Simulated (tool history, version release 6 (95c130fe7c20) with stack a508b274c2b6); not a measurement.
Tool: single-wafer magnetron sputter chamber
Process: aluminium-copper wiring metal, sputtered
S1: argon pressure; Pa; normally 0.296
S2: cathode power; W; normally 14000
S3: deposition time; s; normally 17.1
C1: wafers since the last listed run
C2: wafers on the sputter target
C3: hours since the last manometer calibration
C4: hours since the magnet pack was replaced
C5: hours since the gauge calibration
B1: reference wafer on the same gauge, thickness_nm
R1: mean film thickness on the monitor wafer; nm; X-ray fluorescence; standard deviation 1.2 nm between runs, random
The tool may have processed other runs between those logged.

{"run": 1, "hour": 0.0, "S1": 0.296, "S2": 14000, "S3": 17.1, "C1": 0, "C2": 2323, "C3": 732.3, "C4": 6842.2, "C5": 166.5, "B1": 413.949, "R1": 439.38}
{"run": 2, "hour": 65.3, "S1": 0.218, "S2": 14000, "S3": 14.8, "C1": 1101, "C2": 3425, "C3": 797.6, "C4": 6907.5, "C5": 231.8, "B1": 413.834, "R1": 394.488}
{"run": 3, "hour": 130.9, "S1": 0.218, "S2": 14000, "S3": 14.8, "C1": 1106, "C2": 4532, "C3": 863.2, "C4": 6973.1, "C5": 297.4, "B1": 413.627, "R1": 393.934}
{"run": 4, "hour": 169.7, "S1": 0.296, "S2": 12450, "S3": 17.1, "C1": 654, "C2": 5186, "C3": 902, "C4": 7011.9, "C5": 336.2, "B1": 413.777, "R1": 389.847}
{"run": 5, "hour": 219.0, "S1": 0.296, "S2": 12450, "S3": 17.1, "C1": 831, "C2": 6018, "C3": 951.3, "C4": 7061.2, "C5": 385.5, "B1": 413.952, "R1": 389.439}
{"hour": 281.2, "done": "sputter target and shields replaced"}
{"run": 6, "hour": 281.7, "S1": 0.296, "S2": 12450, "S3": 17.1, "C1": 922, "C2": 8, "C3": 1014, "C4": 7123.9, "C5": 448.2, "B1": 413.825, "R1": 397.684}
{"run": 7, "hour": 337.0, "S1": 0.329, "S2": 15700, "S3": 17.1, "C1": 933, "C2": 941, "C3": 1069.3, "C4": 7179.2, "C5": 503.5, "B1": 413.67, "R1": 491.791}
{"hour": 355.4, "done": "capacitance manometer re-zeroed and calibrated"}
{"run": 8, "hour": 399.8, "S1": 0.347, "S2": 14000, "S3": 17.1, "C1": 924, "C2": 1865, "C3": 44.4, "C4": 7242, "C5": 566.3, "B1": 413.915, "R1": 428.48}
{"run": 9, "hour": 501.0, "S1": 0.296, "S2": 15850, "S3": 16.1, "C1": 1707, "C2": 3573, "C3": 145.6, "C4": 7343.2, "C5": 667.5, "B1": 414.227, "R1": 467.292}
{"run": 10, "hour": 546.8, "S1": 0.335, "S2": 14000, "S3": 17.1, "C1": 772, "C2": 4345, "C3": 191.4, "C4": 7389, "C5": 713.3, "B1": 414.09, "R1": 429.568}
{"run": 11, "hour": 590.8, "S1": 0.335, "S2": 14000, "S3": 17.1, "C1": 742, "C2": 5088, "C3": 235.4, "C4": 7433, "C5": 757.3, "B1": 413.892, "R1": 428.515}
{"run": 12, "hour": 645.9, "S1": 0.296, "S2": 12100, "S3": 17.1, "C1": 929, "C2": 6017, "C3": 290.5, "C4": 7488.1, "C5": 812.4, "B1": 413.953, "R1": 376.095}
{"run": 13, "hour": 683.7, "S1": 0.296, "S2": 14000, "S3": 17.1, "C1": 637, "C2": 6655, "C3": 328.3, "C4": 7525.9, "C5": 850.2, "B1": 413.947, "R1": 434.22}
{"hour": 703.3, "done": "sputter target and shields replaced"}
{"run": 14, "hour": 731.4, "S1": 0.385, "S2": 11600, "S3": 19.1, "C1": 669, "C2": 473, "C3": 376, "C4": 7573.6, "C5": 897.9, "B1": 413.685, "R1": 395.996}
{"run": 15, "hour": 774.5, "S1": 0.368, "S2": 17300, "S3": 16.1, "C1": 727, "C2": 1200, "C3": 419.1, "C4": 7616.7, "C5": 941, "B1": 413.909, "R1": 498.647}
{"hour": 858.1, "done": "magnet pack replaced, of another model than before"}
{"run": 16, "hour": 893.0, "S1": 0.296, "S2": 14000, "S3": 17.1, "C1": 1864, "C2": 3064, "C3": 537.6, "C4": 34.9, "C5": 1059.5, "B1": 414.283, "R1": 439.04}
{"run": 17, "hour": 996.4, "S1": 0.352, "S2": 14000, "S3": 17.1, "C1": 1744, "C2": 4809, "C3": 641, "C4": 138.3, "C5": 1162.9, "B1": 413.958, "R1": 428.978}
{"hour": 1052.5, "done": "sputter target and shields replaced"}
{"run": 18, "hour": 1083.8, "S1": 0.296, "S2": 14000, "S3": 17.1, "C1": 1339, "C2": 528, "C3": 728.4, "C4": 225.7, "C5": 1250.3, "B1": 414.278, "R1": 445.09}
{"hour": 1085.0, "done": "gauge calibrated"}
{"run": 19, "hour": 1143.4, "S1": 0.296, "S2": 14000, "S3": 17.1, "C1": 1005, "C2": 1534, "C3": 788, "C4": 285.3, "C5": 58.4, "B1": 413.956, "R1": 440.66}
{"run": 20, "hour": 1218.9, "S1": 0.296, "S2": 14000, "S3": 19.4, "C1": 1273, "C2": 2808, "C3": 863.5, "C4": 360.8, "C5": 133.9, "B1": 414.116, "R1": 496.52}
{"hour": 1294.6, "done": "capacitance manometer re-zeroed and calibrated"}
{"run": 21, "hour": 1324.5, "S1": 0.39, "S2": 15300, "S3": 17.1, "C1": 1646, "C2": 4454, "C3": 29.9, "C4": 466.4, "C5": 239.5, "B1": 414.23, "R1": 462.286}
{"run": 22, "hour": 1371.4, "S1": 0.335, "S2": 14000, "S3": 20.2, "C1": 791, "C2": 5246, "C3": 76.8, "C4": 513.3, "C5": 286.4, "B1": 414.348, "R1": 509.947}
{"run": 23, "hour": 1409.6, "S1": 0.379, "S2": 14000, "S3": 17.1, "C1": 644, "C2": 5890, "C3": 115, "C4": 551.5, "C5": 324.6, "B1": 413.789, "R1": 421.463}
{"hour": 1461.7, "done": "sputter target and shields replaced"}
{"run": 24, "hour": 1496.6, "S1": 0.235, "S2": 14000, "S3": 20, "C1": 1332, "C2": 589, "C3": 202, "C4": 638.5, "C5": 411.6, "B1": 414.264, "R1": 531.214}
{"run": 25, "hour": 1802.7, "S1": 0.296, "S2": 14000, "S3": 18.9, "C1": 5164, "C2": 5753, "C3": 508.1, "C4": 944.6, "C5": 717.7, "B1": 413.956, "R1": 482.8}

Hidden condition of the tool, last listed run before each entry between runs versus first listed run after:
From run 5 to run 6: sputter target and shields replaced (hour 281.2)
  deposition rate above that of a new target (%): -2.98 -> -0.196
  the result without the hidden state subtracted from the measured one, R1: -11.941 -> -0.78 nm
From run 7 to run 8: capacitance manometer re-zeroed and calibrated (hour 355.4)
  deposition rate above that of a new target (%): -1.24 -> -1.99
  the result without the hidden state subtracted from the measured one, R1: -6.157 -> -8.721 nm
From run 13 to run 14: sputter target and shields replaced (hour 703.3)
  deposition rate above that of a new target (%): -3.1 -> -0.693
  the result without the hidden state subtracted from the measured one, R1: -13.878 -> -2.765 nm
From run 15 to run 16: magnet pack replaced, of another model than before (hour 858.1)
  deposition rate above that of a new target (%): -1.38 -> -2.44
  the result without the hidden state subtracted from the measured one, R1: -6.983 -> -10.971 nm
From run 17 to run 18: sputter target and shields replaced (hour 1052.5)
  deposition rate above that of a new target (%): -2.83 -> -0.96
  the result without the hidden state subtracted from the measured one, R1: -12.509 -> -4.316 nm
From run 18 to run 19: gauge calibrated (hour 1085)
  deposition rate above that of a new target (%): -0.96 -> -1.84
  the result without the hidden state subtracted from the measured one, R1: -4.316 -> -8.24 nm
From run 20 to run 21: capacitance manometer re-zeroed and calibrated (hour 1294.6)
  deposition rate above that of a new target (%): -2.5 -> -2.98
  the result without the hidden state subtracted from the measured one, R1: -12.754 -> -14.212 nm
From run 23 to run 24: sputter target and shields replaced (hour 1461.7)
  deposition rate above that of a new target (%): -3.17 -> -1.09
  the result without the hidden state subtracted from the measured one, R1: -13.79 -> -5.857 nm

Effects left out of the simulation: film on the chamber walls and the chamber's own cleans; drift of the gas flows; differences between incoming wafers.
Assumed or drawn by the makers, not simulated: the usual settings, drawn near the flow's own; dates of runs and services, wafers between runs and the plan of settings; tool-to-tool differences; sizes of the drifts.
